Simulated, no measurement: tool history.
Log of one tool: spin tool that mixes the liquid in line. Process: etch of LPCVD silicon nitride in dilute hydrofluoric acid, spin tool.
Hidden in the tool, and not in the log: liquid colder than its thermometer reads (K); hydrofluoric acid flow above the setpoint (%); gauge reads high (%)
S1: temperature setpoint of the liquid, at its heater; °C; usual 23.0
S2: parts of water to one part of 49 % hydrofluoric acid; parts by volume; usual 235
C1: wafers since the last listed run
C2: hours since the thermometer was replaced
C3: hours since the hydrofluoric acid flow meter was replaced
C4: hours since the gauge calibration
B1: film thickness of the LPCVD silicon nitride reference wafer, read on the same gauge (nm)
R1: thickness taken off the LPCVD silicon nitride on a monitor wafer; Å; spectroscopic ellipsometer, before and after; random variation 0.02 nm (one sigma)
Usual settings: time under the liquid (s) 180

Run 1, hour 0.0: usual settings but S2 285 parts by volume; C1 0; C2 2063.1; C3 1768.8; C4 2.8; B1 120.001. Result: R1 3.10 Å.
Run 2, hour 6.1: usual settings but S2 285 parts by volume; C1 31; C2 2069.2; C3 1774.9; C4 8.9; B1 120.003. Result: R1 3.14 Å.
Run 3, hour 20.0: usual settings; C1 71; C2 2083.1; C3 1788.8; C4 22.8; B1 120.006. Result: R1 3.61 Å.
Run 4, hour 34.8: usual settings; C1 76; C2 2097.9; C3 1803.6; C4 37.6; B1 120.002. Result: R1 3.70 Å.
Run 5, hour 49.4: usual settings; C1 75; C2 2112.5; C3 1818.2; C4 52.2; B1 119.977. Result: R1 3.70 Å.
Run 6, hour 80.6: usual settings; C1 160; C2 2143.7; C3 1849.4; C4 83.4; B1 120.003. Result: R1 3.81 Å.
Run 7, hour 97.6: usual settings; C1 87; C2 2160.7; C3 1866.4; C4 100.4; B1 120.027. Result: R1 3.74 Å.
Run 8, hour 110.2: usual settings; C1 64; C2 2173.3; C3 1879.0; C4 113.0; B1 120.008. Result: R1 4.12 Å.
At hour 117.6: thermometer replaced.
Run 9, hour 122.6: usual settings but S1 19.5 °C, S2 350 parts by volume, time under the liquid (s) 270; C1 58; C2 5.0; C3 1891.4; C4 125.4; B1 119.987. Result: R1 3.19 Å.
Run 10, hour 139.9: usual settings but S1 27.0 °C, S2 275 parts by volume, time under the liquid (s) 120; C1 88; C2 22.3; C3 1908.7; C4 142.7; B1 119.978. Result: R1 2.63 Å.
Run 11, hour 149.0: usual settings but time under the liquid (s) 135; C1 46; C2 31.4; C3 1917.8; C4 151.8; B1 119.998. Result: R1 2.51 Å.
At hour 156.2: hydrofluoric acid flow meter replaced.
Run 12, hour 159.9: usual settings; C1 50; C2 42.3; C3 3.7; C4 162.7; B1 119.975. Result: R1 3.56 Å.

The next listed run, before its measurement:
At hour 168.5: gauge calibrated.
Run 13, hour 176.3: usual settings but time under the liquid (s) 95; C1 84; C2 58.7; C3 20.1; C4 7.8; B1 ?. Result: R1 ?.

Run 13 gave B1 120.010, R1 1.91 Å.
Without the tool's hidden state the same run would have given R1 1.91 Å.
